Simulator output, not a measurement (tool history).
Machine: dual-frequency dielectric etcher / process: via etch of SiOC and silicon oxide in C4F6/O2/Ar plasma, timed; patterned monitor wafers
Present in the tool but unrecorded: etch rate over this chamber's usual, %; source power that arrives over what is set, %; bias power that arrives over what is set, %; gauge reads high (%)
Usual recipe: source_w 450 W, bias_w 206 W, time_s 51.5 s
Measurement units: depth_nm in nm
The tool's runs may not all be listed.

run,hour,source_w,bias_w,time_s,wafers since the last listed run,hours since the last wet clean,hours since the last source power generator calibration,hours since the last bias power generator calibration,hours since the last upper electrode change,hours since the gauge calibration,"read-back reference wafer on the same gauge, depth_nm",depth_nm
1,0,450,206,51.5,0,218.5,4037.4,934.2,4830.2,323.9,80,69
2,30.1,450,206,51.5,507,248.6,4067.5,964.3,4860.3,354,79.9,69.5
3,53.8,450,206,51.5,399,272.3,4091.2,988,4884,377.7,79.9,69.9
4,67.8,490,206,51.5,236,286.3,4105.2,1002,4898,391.7,79.9,72
5,92.2,490,206,51.5,411,310.7,4129.6,1026.4,4922.4,416.1,79.8,72.1
6,113.3,450,206,51.5,355,331.8,4150.7,1047.5,4943.5,437.2,80,69.7
7,128.3,450,206,51.5,252,346.8,4165.7,1062.5,4958.5,452.2,79.9,70.7
8,149.1,450,206,51.5,350,367.6,4186.5,1083.3,4979.3,473,79.7,70.2
9,176.8,450,206,51.5,467,395.3,4214.2,1111,5007,500.7,80,70.6
10,191.2,450,206,51.5,242,409.7,4228.6,1125.4,5021.4,515.1,79.9,70.2
11,226.6,450,206,51.5,596,445.1,4264,1160.8,5056.8,550.5,79.9,70.6
12,255.5,370,206,51.5,487,474,4292.9,1189.7,5085.7,579.4,79.9,65.7
# hour 270.6: gauge calibrated
# hour 299.4: wet clean of the chamber
13,299.9,370,206,51.5,343,0.5,4337.3,1234.1,5130.1,29.3,79.8,68.4
# hour 327.7: upper electrode replaced
14,328.2,450,206,51.5,72,28.8,4365.6,1262.4,0.5,57.6,80,72.6
15,340.2,450,169,62.5,202,40.8,4377.6,1274.4,12.5,69.6,79.9,84.1
16,369.6,390,221,51.5,495,70.2,4407,1303.8,41.9,99,79.9,70.3
# hour 398.8: wet clean of the chamber, repeated, since the last time left the tool worse
17,399.3,450,206,40,96,0.5,4436.7,1333.5,71.6,128.7,79.7,53.1
18,402.3,410,173,51.5,50,3.5,4439.7,1336.5,74.6,131.7,79.8,63.5
19,420.2,450,206,51.5,301,21.4,4457.6,1354.4,92.5,149.6,79.8,68.9
# hour 439.2: bias power generator calibrated
20,439.7,450,206,51.5,261,40.9,4477.1,0.5,112,169.1,80,68.3
# hour 448.4: source power generator calibrated
21,459.7,410,250,51.5,269,60.9,11.3,20.5,132,189.1,79.8,71.2
22,486.5,420,220,51.5,451,87.7,38.1,47.3,158.8,215.9,80.1,68.9
23,505.9,450,206,51.5,327,107.1,57.5,66.7,178.2,235.3,79.8,69.1
24,522.8,410,206,51.5,284,124,74.4,83.6,195.1,252.2,79.7,67.4
25,552.3,450,206,51.5,497,153.5,103.9,113.1,224.6,281.7,80,69.4
26,568.6,510,182,37,274,169.8,120.2,129.4,240.9,298,79.8,50.6
27,588.4,500,206,43,333,189.6,140,149.2,260.7,317.8,79.9,60.6

Subtracting, for every run, the result it would have given without the tool's unlogged condition from the measured result gives the following. The same run-to-run variation enters both numbers; the gauge's scatter may not:
run,depth_nm
1,+0.8
2,+0.9
3,+1
4,+1.1
5,+1.3
6,+1.3
7,+1.5
8,+1.5
9,+1.7
10,+1.7
11,+2
12,+1.9
13,+4
14,+4.4
15,+5.1
16,+4.4
17,+0.2
18,+0.1
19,+0.3
20,+0.4
21,+0.6
22,+0.6
23,+0.7
24,+0.8
25,+1
26,+0.8
27,+1

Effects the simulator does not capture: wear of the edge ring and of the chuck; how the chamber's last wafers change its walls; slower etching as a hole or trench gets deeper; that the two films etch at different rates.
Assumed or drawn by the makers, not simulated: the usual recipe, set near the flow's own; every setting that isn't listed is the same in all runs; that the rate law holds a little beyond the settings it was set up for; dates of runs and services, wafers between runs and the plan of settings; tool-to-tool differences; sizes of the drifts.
